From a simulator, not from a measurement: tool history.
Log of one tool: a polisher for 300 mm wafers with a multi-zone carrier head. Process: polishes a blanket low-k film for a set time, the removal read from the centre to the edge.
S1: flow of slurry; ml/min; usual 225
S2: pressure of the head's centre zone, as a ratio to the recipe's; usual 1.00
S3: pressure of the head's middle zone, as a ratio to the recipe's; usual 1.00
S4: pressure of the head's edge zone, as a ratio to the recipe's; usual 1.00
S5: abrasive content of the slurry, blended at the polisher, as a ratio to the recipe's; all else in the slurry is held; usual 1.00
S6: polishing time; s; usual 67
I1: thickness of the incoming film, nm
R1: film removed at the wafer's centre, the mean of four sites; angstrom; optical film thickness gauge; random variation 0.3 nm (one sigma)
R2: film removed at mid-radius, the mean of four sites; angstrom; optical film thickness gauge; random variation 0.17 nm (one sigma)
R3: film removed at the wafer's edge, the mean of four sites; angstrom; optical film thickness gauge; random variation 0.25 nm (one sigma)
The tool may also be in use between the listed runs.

run	hour	S1	S2	S3	S4	S5	S6	I1	R1	R2	R3
1	0.0	225	0.92	0.95	1.00	1.15	85	486.2	256	267	268
2	35.3	285	1.00	0.97	1.00	1.00	67	490.4	214	209	204
3	51.7	225	1.11	1.00	1.00	1.30	67	491.5	251	226	224
4	85.9	185	1.00	1.00	1.00	1.00	67	488.2	209	206	202
5	98.6	225	1.04	1.10	1.00	1.25	80	492.2	271	294	260
6	132.1	225	1.00	1.00	1.00	1.00	55	488.5	165	173	167
7	217.8	180	1.08	1.00	1.00	0.70	67	494.8	193	181	178
8	248.6	260	1.00	1.00	1.09	1.25	67	480.8	221	229	229
9	272.3	225	1.06	1.00	1.00	1.00	48	495.7	155	150	147
10	290.9	225	1.00	1.00	1.00	1.00	67	481.8	207	209	204
11	310.9	225	1.00	1.00	1.00	1.00	67	481.0	211	208	204
12	344.8	225	1.00	1.00	1.00	1.15	67	493.0	215	219	214
13	360.5	225	1.00	1.00	1.08	1.00	67	485.8	212	208	213
14	379.7	225	1.00	1.00	1.00	1.30	67	494.3	230	232	222
15	404.8	225	1.00	1.00	1.00	1.00	67	498.0	204	208	205
16	423.9	225	1.00	1.00	1.00	1.00	67	479.9	206	208	210
17	448.0	225	0.92	1.00	1.00	1.00	74	486.9	210	232	220
18	467.2	285	1.00	0.97	1.00	1.00	67	490.4	216	209	209
19	491.2	305	1.00	0.94	1.00	1.00	67	479.5	217	205	208
20	504.0	225	1.00	1.00	1.00	1.00	67	489.2	211	209	203
21	536.2	225	1.00	1.00	1.00	1.00	80	488.1	246	251	241
22	553.9	225	1.00	0.92	1.00	1.25	74	486.2	247	228	245

Taken out of this log: 5 entries between the listed runs. Where each belongs, and how the hidden state differs across it:
Between runs 2 and 3: worn pad replaced by a new one (hour 50.9)
  no hidden state differs between the two runs
Between runs 6 and 7: edge zone pressure recalibrated (hour 193.8)
  no hidden state differs between the two runs
Between runs 8 and 9: centre zone pressure recalibrated (hour 263.5)
  no hidden state differs between the two runs
Between runs 10 and 11: worn pad replaced by a new one (hour 306.2)
  no hidden state differs between the two runs
Between runs 21 and 22: worn pad replaced by a new one (hour 552.0)
  no hidden state differs between the two runs

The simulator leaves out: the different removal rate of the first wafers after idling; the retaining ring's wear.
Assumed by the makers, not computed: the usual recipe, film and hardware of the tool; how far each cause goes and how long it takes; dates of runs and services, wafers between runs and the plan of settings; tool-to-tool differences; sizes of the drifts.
